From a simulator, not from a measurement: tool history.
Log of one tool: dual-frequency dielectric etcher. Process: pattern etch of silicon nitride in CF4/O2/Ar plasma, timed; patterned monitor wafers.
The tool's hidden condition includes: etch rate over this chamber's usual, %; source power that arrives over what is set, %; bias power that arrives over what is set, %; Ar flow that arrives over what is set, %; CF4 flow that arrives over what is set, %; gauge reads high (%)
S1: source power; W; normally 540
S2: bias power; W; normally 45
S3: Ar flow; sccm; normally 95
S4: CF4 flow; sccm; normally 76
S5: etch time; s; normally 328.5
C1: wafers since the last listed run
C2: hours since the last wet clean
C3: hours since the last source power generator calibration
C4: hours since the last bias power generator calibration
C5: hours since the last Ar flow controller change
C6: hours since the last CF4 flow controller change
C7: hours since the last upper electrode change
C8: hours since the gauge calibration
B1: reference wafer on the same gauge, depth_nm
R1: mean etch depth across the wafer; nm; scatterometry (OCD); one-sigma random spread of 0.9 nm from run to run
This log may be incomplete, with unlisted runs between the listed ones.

run   hour   S1  S2  S3  S4     S5   C1     C2      C3      C4      C5      C6      C7     C8     B1     R1
  1      0  540  53  95  76  328.5    0  248.5  3476.2  1633.9  1222.8  2708.5    5268   99.1  630.2  621.2
  2   34.6  540  53  95  76  328.5  190  283.1  3510.8  1668.5  1257.4  2743.1  5302.6  133.7  630.1    623
  3   50.9  540  53  95  76  328.5   89  299.4  3527.1  1684.8  1273.7  2759.4  5318.9    150  630.4  622.1
  4   86.4  540  45  95  76  328.5  195  334.9  3562.6  1720.3  1309.2  2794.9  5354.4  185.5  629.9  592.2
  5  113.9  540  45  95  76  328.5  151  362.4  3590.1  1747.8  1336.7  2822.4  5381.9    213  629.9  592.2
  6  144.4  540  45  95  76  328.5  168  392.9  3620.6  1778.3  1367.2  2852.9  5412.4  243.5  629.7    593
     219.6  -- source power generator calibrated
     223.8  -- bias power generator calibrated
  7  224.5  540  45  95  76  328.5  397    473     4.9     0.7  1447.3    2933  5492.5  323.6  629.8  601.6
  8  255.8  540  45  95  76  328.5  172  504.3    36.2      32  1478.6  2964.3  5523.8  354.9  629.9  601.9
     256.8  -- gauge calibrated
  9  270.1  540  45  95  76  328.5   78  518.6    50.5    46.3  1492.9  2978.6  5538.1   13.3  630.6    602
 10  291.5  540  45  95  76  328.5  118    540    71.9    67.7  1514.3    3000  5559.5   34.7  629.7    601
     311.3  -- CF4 flow controller replaced
 11  312.3  540  45  95  91  328.5   81  560.8    92.7    88.5  1535.1       1  5580.3   55.5  629.9  624.8
     354.5  -- wet clean of the chamber
       367  -- upper electrode replaced
 12  367.5  540  45  95  76  328.5  103     13   147.9   143.7  1590.3    56.2     0.5  110.7    630  600.3
 13  369.1  540  45  95  76  328.5    8   14.6   149.5   145.3  1591.9    57.8     2.1  112.3  630.2  601.6
 14    384  540  45  95  76  328.5   82   29.5   164.4   160.2  1606.8    72.7      17  127.2  629.9  601.8
 15  399.9  540  45  95  76  328.5   87   45.4   180.3   176.1  1622.7    88.6    32.9  143.1  630.2  600.1
     434.7  -- Ar flow controller replaced
 16  435.2  540  45  81  76    411  161   80.7   215.6   211.4     0.5   123.9    68.2  178.4  630.2  766.7
 17  468.1  540  45  87  88  390.5  181  113.6   248.5   244.3    33.4   156.8   101.1  211.3  629.9  744.8
 18  495.3  650  41  95  87    413  150  140.8   275.7   271.5    60.6     184   128.3  238.5  629.8  849.2
 19  513.3  540  38  95  70  391.5   99  158.8   293.7   289.5    78.6     202   146.3  256.5  629.7  668.6
     538.2  -- gauge calibrated
 20  609.6  540  40  95  76  328.5  531  255.1     390   385.8   174.9   298.3   242.6   71.4  629.9  579.8

Branching from run 20: 5 alternative next runs. What would each branch give?
  A  610.1  540  45   74  76  328.5   2  255.6  390.5  386.3  175.4  298.8  243.1  71.9   ?   ?
  B  610.1  540  45   75  60    268   2  255.6  390.5  386.3  175.4  298.8  243.1  71.9   ?   ?
  C  610.1  500  54  118  76    255   2  255.6  390.5  386.3  175.4  298.8  243.1  71.9   ?   ?
  D  610.1  540  45   84  76  384.5   2  255.6  390.5  386.3  175.4  298.8  243.1  71.9   ?   ?
  E  610.1  600  45   95  76    254   2  255.6  390.5  386.3  175.4  298.8  243.1  71.9   ?   ?

run     B1     R1
  A  630.1  617.5
  B  630.1  475.5
  C  630.1  456.5
  D  630.1  711.7
  E  630.1  493.7
Without the tool's unlogged condition, the same runs would have read:
run     R1
  A    619
  B  476.4
  C  457.2
  D  713.4
  E  494.8
